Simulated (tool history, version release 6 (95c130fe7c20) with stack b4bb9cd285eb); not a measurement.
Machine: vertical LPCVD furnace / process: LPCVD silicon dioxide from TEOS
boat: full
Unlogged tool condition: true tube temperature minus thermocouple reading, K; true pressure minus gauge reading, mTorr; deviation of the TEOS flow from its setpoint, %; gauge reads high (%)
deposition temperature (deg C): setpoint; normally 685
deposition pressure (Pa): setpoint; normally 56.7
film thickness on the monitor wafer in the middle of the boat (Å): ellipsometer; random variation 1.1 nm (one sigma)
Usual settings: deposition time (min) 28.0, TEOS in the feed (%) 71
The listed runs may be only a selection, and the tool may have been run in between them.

run	hour	deposition temperature (deg C)	deposition pressure (Pa)	deposition time (min)	TEOS in the feed (%)	wafers since the last listed run	hours since the last temperature calibration	hours since the pressure gauge was zeroed	hours since the TEOS flow controller was replaced	hours since the gauge calibration	read-back reference wafer on the same gauge, thickness	film thickness on the monitor wafer in the middle of the boat (Å)
1	0.0	685	56.7	28.0	71	0	1532.0	3039.8	5511.7	258.9	199.17	1948.7
2	79.3	685	56.7	28.0	71	1643	1611.3	3119.1	5591.0	338.2	199.43	1970.0
3	266.1	685	56.7	28.0	71	3870	1798.1	3305.9	5777.8	525.0	199.11	1966.9
4	363.5	685	56.7	28.0	71	2018	1895.5	3403.3	5875.2	622.4	198.98	1969.1
5	452.2	690	56.7	28.0	71	1837	1984.2	3492.0	5963.9	711.1	198.64	2233.8
6	493.1	685	56.7	28.0	65	847	2025.1	3532.9	6004.8	752.0	199.30	1888.7
7	546.9	685	56.7	28.0	71	1114	2078.9	3586.7	6058.6	805.8	198.87	1977.7
# hour 624.8: thermocouples replaced and temperature profile calibrated
8	627.1	685	56.7	28.0	63	1164	2.3	3666.9	6138.8	886.0	198.90	1975.7
# hour 677.6: gauge calibrated
9	723.9	685	52.0	28.0	71	2005	99.1	3763.7	6235.6	46.3	199.14	2024.5
# hour 767.6: thermocouples replaced and temperature profile calibrated, repeated, since the last time left the tool worse
# hour 795.4: pressure gauge zeroed
# hour 799.2: TEOS flow controller replaced
10	817.6	680	56.7	28.0	67	869	50.0	22.2	18.4	140.0	198.58	1613.1
11	970.0	685	56.7	28.0	71	3157	202.4	174.6	170.8	292.4	199.44	1855.2
12	1023.4	685	66.0	28.0	71	1106	255.8	228.0	224.2	345.8	199.28	2025.3
13	1087.3	685	56.7	22.5	60	1324	319.7	291.9	288.1	409.7	199.48	1382.3
14	1125.8	674	56.7	18.0	71	797	358.2	330.4	326.6	448.2	198.69	928.1

3 options for the next run, each taken on its own from the tool as it stands now. Forecast them:
A	1129.2	685	56.7	28.0	71	70	361.6	333.8	330.0	451.6	?	?
B	1129.2	692	63.3	34.0	60	70	361.6	333.8	330.0	451.6	?	?
C	1129.2	685	43.3	28.0	64	70	361.6	333.8	330.0	451.6	?	?

run	read-back reference wafer on the same gauge, thickness	film thickness on the monitor wafer in the middle of the boat (Å)
A	198.81	1894.2
B	198.81	2640.6
C	198.81	1572.6
Take away the tool's hidden state, keep each run's random variation, and the runs would have read:
run	film thickness on the monitor wafer in the middle of the boat (Å)
A	1872.7
B	2611.0
C	1554.8
